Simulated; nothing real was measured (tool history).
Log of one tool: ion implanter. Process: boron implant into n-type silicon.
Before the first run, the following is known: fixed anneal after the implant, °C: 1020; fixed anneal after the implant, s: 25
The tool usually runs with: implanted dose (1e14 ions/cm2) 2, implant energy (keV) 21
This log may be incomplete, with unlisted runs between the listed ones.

run,day,implanted dose (1e14 ions/cm2),implant energy (keV),"read-back reference wafer on the same gauge, sheet resistance",sheet resistance of the implanted and annealed layer (ohm/square)
1,0,2.23,21,422.67,424.48
2,1.996,2.23,21,422.87,424.42
3,5.954,2,21,422.96,464.31
4,9.888,2,21,423.08,464.69
5,13.992,2,21,422.79,462.24
6,17.704,2,25.5,423.16,449.91
# day 19.888: gauge calibrated
7,20.162,2,15,423.1,479.43
# day 24.129: extraction supply calibrated
8,24.204,2,15,422.98,479.27
9,25.804,2,15,423.17,476.81
# day 29.592: Faraday cup replaced and dose calibrated
10,29.9,1.43,26.5,423.1,584.25
11,32.438,2.23,21,422.99,424.49
12,35.379,2.19,16,422.98,444.44
13,37.654,2.46,15.5,423.21,404.62
14,41.883,1.79,27,423.07,488.43
15,46.092,2,15.5,422.88,478.38
16,47.604,2,21,423.14,460.3
17,49.867,2,25,423.21,450.99
18,51.996,2.31,23,422.85,404.48
19,55.308,1.51,23,423.09,564.45

Alternative continuations, all from the tool just after run 19; predict every row:
A,55.325,2,21,?,?
B,55.325,2.48,16,?,?
C,55.325,1.56,21,?,?

run,"read-back reference wafer on the same gauge, sheet resistance",sheet resistance of the implanted and annealed layer (ohm/square)
A,422.94,456.13
B,422.94,395.04
C,422.94,557.09
With no hidden state in the tool, these same runs would have given:
run,sheet resistance of the implanted and annealed layer (ohm/square)
A,462.66
B,400.8
C,564.93
